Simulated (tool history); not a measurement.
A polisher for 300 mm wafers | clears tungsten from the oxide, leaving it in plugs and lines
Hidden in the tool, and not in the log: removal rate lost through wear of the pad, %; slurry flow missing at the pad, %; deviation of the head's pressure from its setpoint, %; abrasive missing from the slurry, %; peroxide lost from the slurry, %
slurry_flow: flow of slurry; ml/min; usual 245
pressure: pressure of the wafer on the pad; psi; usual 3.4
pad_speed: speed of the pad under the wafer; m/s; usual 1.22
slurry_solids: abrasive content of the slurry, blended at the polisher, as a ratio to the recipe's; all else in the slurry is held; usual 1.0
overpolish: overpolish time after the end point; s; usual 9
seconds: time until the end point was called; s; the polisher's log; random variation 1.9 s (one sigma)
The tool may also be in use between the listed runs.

run   hour  slurry_flow  pressure  pad_speed  slurry_solids  overpolish  wafers since the last listed run  wafers polished on this pad  hours since the slurry nozzle was cleaned  hours since the head pressure was calibrated  hours since the slurry blender was calibrated  hours since the slurry got fresh peroxide  incoming thickness of the incoming film, nm  seconds
  1    0.0          245       3.4       1.22            1.0           9                                 0                          116                                      207.6                                         139.2                                          118.8                                       14.0                                        502.0     95.9
  2   29.3          245       3.4       1.22            1.0           9                               340                          457                                      236.9                                         168.5                                          148.1                                       43.3                                        494.4     94.8
  3   42.6          245       3.4       1.22            1.0           9                               154                          612                                      250.2                                         181.8                                          161.4                                       56.6                                        485.5     98.3
  4   74.0          245       3.4       1.06            1.0           9                               365                          977                                      281.6                                         213.2                                          192.8                                       88.0                                        500.4    116.2
      87.4  -- slurry tank refilled with fresh slurry and peroxide
  5   91.2          245       3.4       1.46            1.0           9                               188                         1166                                      298.8                                         230.4                                          210.0                                        3.8                                        491.2     81.2
     114.2  -- worn pad replaced by a new one
  6  115.2          245       3.4       1.46            1.0           9                               232                           11                                      322.8                                         254.4                                          234.0                                       27.8                                        494.0     84.5
  7  135.6          245       3.4       1.22            1.0           9                               237                          248                                      343.2                                         274.8                                          254.4                                       48.2                                        491.9     97.8
     151.7  -- slurry nozzle cleaned
  8  164.9          245       2.5       1.00            0.9          10                               329                          578                                       13.2                                         304.1                                          283.7                                       77.5                                        501.0    175.3
  9  188.6          290       3.4       1.22            1.0           7                               275                          853                                       36.9                                         327.8                                          307.4                                      101.2                                        493.3    103.5
     192.4  -- slurry tank refilled with fresh slurry and peroxide
 10  206.0          245       3.4       1.22            1.0           9                               190                         1044                                       54.3                                         345.2                                          324.8                                       13.6                                        495.0    102.7
     219.1  -- worn pad replaced by a new one
     221.6  -- head pressure recalibrated
     226.6  -- slurry blender recalibrated
 11  236.0          245       3.4       1.22            1.0           9                               255                          150                                       84.3                                          14.4                                            9.4                                       43.6                                        492.3     93.0
 12  252.0          275       3.4       1.60            1.1           9                               186                          336                                      100.3                                          30.4                                           25.4                                       59.6                                        505.5     74.0
 13  267.4          305       3.4       1.22            0.7           9                               179                          515                                      115.7                                          45.8                                           40.8                                       75.0                                        499.5    102.3
 14  299.8          245       3.4       1.22            1.0           9                               376                          892                                      148.1                                          78.2                                           73.2                                      107.4                                        502.6    102.3
     303.3  -- slurry tank refilled with fresh slurry and peroxide
     316.6  -- worn pad replaced by a new one
 15  322.8          245       2.5       0.90            1.0           7                               209                           71                                      171.1                                         101.2                                           96.2                                       19.5                                        486.6    171.5

Hidden state at the last listed run before each entry between runs and at the first one after, where it differs:
Between runs 4 and 5: slurry tank refilled with fresh slurry and peroxide (hour 87.4)
  abrasive missing from the slurry, %: 16.9 -> 19.3
  measured less the result without the state, seconds: +3.7 -> +3.0 s
Between runs 5 and 6: worn pad replaced by a new one (hour 114.2)
  abrasive missing from the slurry, %: 19.3 -> 23
  measured less the result without the state, seconds: +3.0 -> +3.7 s
Between runs 7 and 8: slurry nozzle cleaned (hour 151.7)
  abrasive missing from the slurry, %: 26.5 -> 32.1
  measured less the result without the state, seconds: +5.1 -> +11.0 s
Between runs 9 and 10: slurry tank refilled with fresh slurry and peroxide (hour 192.4)
  abrasive missing from the slurry, %: 37 -> 40.8
  measured less the result without the state, seconds: +7.7 -> +8.5 s
Between runs 10 and 11: worn pad replaced by a new one (hour 219.1); head pressure recalibrated (hour 221.6); slurry blender recalibrated (hour 226.6)
  abrasive missing from the slurry, %: 40.8 -> 2.34
  measured less the result without the state, seconds: +8.5 -> +0.4 s
Between runs 14 and 15: slurry tank refilled with fresh slurry and peroxide (hour 303.3); worn pad replaced by a new one (hour 316.6)
  abrasive missing from the slurry, %: 4.19 -> 5.55
  measured less the result without the state, seconds: +0.8 -> +1.7 s
